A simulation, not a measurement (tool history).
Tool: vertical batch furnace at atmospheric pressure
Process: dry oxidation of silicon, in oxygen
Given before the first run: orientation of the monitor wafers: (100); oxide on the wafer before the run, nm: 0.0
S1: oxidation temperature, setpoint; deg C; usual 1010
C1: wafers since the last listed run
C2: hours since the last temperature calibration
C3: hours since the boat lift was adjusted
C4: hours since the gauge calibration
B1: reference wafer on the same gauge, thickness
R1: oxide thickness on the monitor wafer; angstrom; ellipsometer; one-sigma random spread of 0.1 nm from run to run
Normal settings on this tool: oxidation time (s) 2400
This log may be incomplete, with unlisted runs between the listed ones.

Run 1, day 0: usual settings but S1 1017 deg C, oxidation time (s) 1560; C1 0; C2 2148; C3 2849.7; C4 839.6; B1 41. Result: R1 357.5 angstrom.
Run 2, day 4.175: usual settings but S1 1017 deg C, oxidation time (s) 1560; C1 2473; C2 2248.2; C3 2949.9; C4 939.8; B1 40.99. Result: R1 358.7 angstrom.
Run 3, day 7.754: usual settings; C1 2120; C2 2334.1; C3 3035.8; C4 1025.7; B1 40.99. Result: R1 433.1 angstrom.
Run 4, day 13.008: usual settings; C1 3112; C2 2460.2; C3 3161.9; C4 1151.8; B1 40.99. Result: R1 434 angstrom.
Run 5, day 16.246: usual settings; C1 1917; C2 2537.9; C3 3239.6; C4 1229.5; B1 41.02. Result: R1 435.2 angstrom.
Run 6, day 17.775: usual settings but S1 1003 deg C, oxidation time (s) 1440; C1 905; C2 2574.6; C3 3276.3; C4 1266.2; B1 40.98. Result: R1 302.2 angstrom.
Run 7, day 20.362: usual settings but S1 1003 deg C, oxidation time (s) 1440; C1 1532; C2 2636.7; C3 3338.4; C4 1328.3; B1 40.99. Result: R1 304 angstrom.
Run 8, day 22.062: usual settings but oxidation time (s) 2760; C1 1006; C2 2677.5; C3 3379.2; C4 1369.1; B1 41.01. Result: R1 472.4 angstrom.
Run 9, day 25.921: usual settings but S1 1019 deg C, oxidation time (s) 1560; C1 2285; C2 2770.1; C3 3471.8; C4 1461.7; B1 40.98. Result: R1 364.2 angstrom.
Run 10, day 30.104: usual settings but S1 1019 deg C, oxidation time (s) 1560; C1 2477; C2 2870.5; C3 3572.2; C4 1562.1; B1 40.97. Result: R1 363.6 angstrom.
Run 11, day 33.938: usual settings but S1 1019 deg C, oxidation time (s) 1560; C1 2270; C2 2962.5; C3 3664.2; C4 1654.1; B1 41.06. Result: R1 365.4 angstrom.
At day 35.529: thermocouples replaced and temperature profile calibrated.
Run 12, day 35.55: usual settings but S1 993 deg C; C1 362; C2 0.5; C3 3702.9; C4 1692.8; B1 40.99. Result: R1 361 angstrom.
Run 13, day 37.35: usual settings but S1 993 deg C, oxidation time (s) 1740; C1 1066; C2 43.7; C3 3746.1; C4 1736; B1 41.03. Result: R1 298.5 angstrom.
Run 14, day 39.688: usual settings but S1 986 deg C, oxidation time (s) 1620; C1 1384; C2 99.8; C3 3802.2; C4 1792.1; B1 41. Result: R1 266.8 angstrom.
Run 15, day 44.092: usual settings but oxidation time (s) 1770; C1 2608; C2 205.5; C3 3907.9; C4 1897.8; B1 41. Result: R1 355.9 angstrom.
Run 16, day 47.283: usual settings; C1 1890; C2 282.1; C3 3984.5; C4 1974.4; B1 40.98. Result: R1 426.3 angstrom.
At day 50.7: boat lift adjusted.
Run 17, day 50.721: usual settings but S1 1025 deg C, oxidation time (s) 2910; C1 1443; C2 364.6; C3 0.5; C4 2056.9; B1 40.99. Result: R1 553 angstrom.
At day 51.071: gauge calibrated.
Run 18, day 53.725: usual settings but S1 1034 deg C; C1 1779; C2 436.7; C3 72.6; C4 63.7; B1 40.97. Result: R1 533 angstrom.
Run 19, day 63.233: usual settings; C1 5632; C2 664.9; C3 300.8; C4 291.9; B1 41.02. Result: R1 428.1 angstrom.
Run 20, day 65.358: usual settings but S1 990 deg C, oxidation time (s) 3390; C1 1258; C2 715.9; C3 351.8; C4 342.9; B1 40.99. Result: R1 436.1 angstrom.
Run 21, day 69.446: usual settings but S1 1018 deg C, oxidation time (s) 2820; C1 2421; C2 814; C3 449.9; C4 441; B1 41.03. Result: R1 508.6 angstrom.
Run 22, day 72.017: usual settings; C1 1522; C2 875.7; C3 511.6; C4 502.7; B1 40.97. Result: R1 430 angstrom.
Run 23, day 74.162: usual settings but S1 1019 deg C, oxidation time (s) 1560; C1 1271; C2 927.2; C3 563.1; C4 554.2; B1 41.01. Result: R1 360.7 angstrom.
Run 24, day 78.333: usual settings but S1 1035 deg C, oxidation time (s) 3480; C1 2470; C2 1027.3; C3 663.2; C4 654.3; B1 41. Result: R1 679.3 angstrom.

Branching from run 24: 5 alternative next runs. What would each branch give?
Run A, day 78.488: usual settings; C1 91; C2 1031; C3 666.9; C4 658; B1 ?. Result: R1 ?.
Run B, day 78.488: usual settings but S1 1031 deg C, oxidation time (s) 1470; C1 91; C2 1031; C3 666.9; C4 658; B1 ?. Result: R1 ?.
Run C, day 78.488: usual settings but S1 1033 deg C, oxidation time (s) 1740; C1 91; C2 1031; C3 666.9; C4 658; B1 ?. Result: R1 ?.
Run D, day 78.488: usual settings but S1 999 deg C, oxidation time (s) 1680; C1 91; C2 1031; C3 666.9; C4 658; B1 ?. Result: R1 ?.
Run E, day 78.488: usual settings but S1 1031 deg C, oxidation time (s) 2100; C1 91; C2 1031; C3 666.9; C4 658; B1 ?. Result: R1 ?.

run     B1     R1
  A  40.99  428.9
  B  40.99    387
  C  40.99  434.7
  D  40.99    314
  E  40.99  477.9
The same runs, with their run-to-run variation unchanged, on a tool lacking any hidden condition would have given:
run     R1
  A  425.4
  B  384.1
  C  431.3
  D  311.2
  E  474.3
